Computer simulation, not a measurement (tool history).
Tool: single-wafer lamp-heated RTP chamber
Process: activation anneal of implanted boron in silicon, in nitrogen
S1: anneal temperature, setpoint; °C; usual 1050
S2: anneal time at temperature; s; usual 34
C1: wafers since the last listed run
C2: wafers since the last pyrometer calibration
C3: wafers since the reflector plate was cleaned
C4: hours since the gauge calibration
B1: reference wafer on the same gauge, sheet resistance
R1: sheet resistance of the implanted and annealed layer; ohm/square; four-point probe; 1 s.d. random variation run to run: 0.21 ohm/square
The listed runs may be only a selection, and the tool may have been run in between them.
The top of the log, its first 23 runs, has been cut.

At hour 285.5: pyrometer window cleaned and pyrometer calibrated.
Run 24, hour 312.9: usual settings but S1 1061 °C; C1 515; C2 389; C3 1693; C4 424.6; B1 114.56. Result: R1 142.24 ohm/square.
Run 25, hour 328.1: usual settings but S1 1067 °C, S2 41 s; C1 215; C2 605; C3 1909; C4 439.8; B1 114.65. Result: R1 141.96 ohm/square.
At hour 332.5: gauge calibrated.
Run 26, hour 337.3: usual settings but S2 49 s; C1 130; C2 735; C3 2040; C4 4.8; B1 113.90. Result: R1 141.53 ohm/square.
Run 27, hour 350.1: usual settings but S2 21 s; C1 181; C2 917; C3 2221; C4 17.6; B1 113.98. Result: R1 143.63 ohm/square.
Run 28, hour 394.5: usual settings; C1 630; C2 1548; C3 2852; C4 62.0; B1 114.04. Result: R1 142.18 ohm/square.
Run 29, hour 404.8: usual settings but S1 1024 °C; C1 146; C2 1694; C3 2998; C4 72.3; B1 114.09. Result: R1 144.34 ohm/square.
Run 30, hour 414.9: usual settings but S1 1072 °C, S2 53 s; C1 143; C2 1838; C3 3142; C4 82.4; B1 114.07. Result: R1 139.96 ohm/square.
Run 31, hour 426.2: usual settings but S1 1022 °C, S2 17 s; C1 160; C2 1998; C3 3302; C4 93.7; B1 114.11. Result: R1 146.00 ohm/square.

Here are 5 independent what-if runs from the current tool condition. What would each one return?
Run A, hour 426.6: usual settings; C1 5; C2 2004; C3 3308; C4 94.1; B1 ?. Result: R1 ?.
Run B, hour 426.6: usual settings but S1 1022 °C, S2 45 s; C1 5; C2 2004; C3 3308; C4 94.1; B1 ?. Result: R1 ?.
Run C, hour 426.6: usual settings but S2 44 s; C1 5; C2 2004; C3 3308; C4 94.1; B1 ?. Result: R1 ?.
Run D, hour 426.6: usual settings but S1 1023 °C; C1 5; C2 2004; C3 3308; C4 94.1; B1 ?. Result: R1 ?.
Run E, hour 426.6: usual settings but S1 1058 °C, S2 40 s; C1 5; C2 2004; C3 3308; C4 94.1; B1 ?. Result: R1 ?.

run      B1      R1
  A  114.11  142.89
  B  114.11  144.39
  C  114.11  142.21
  D  114.11  144.98
  E  114.11  142.07
The same runs, with their run-to-run variation unchanged, on a tool lacking any hidden condition would have given:
run      R1
  A  142.81
  B  144.30
  C  142.13
  D  144.89
  E  141.98
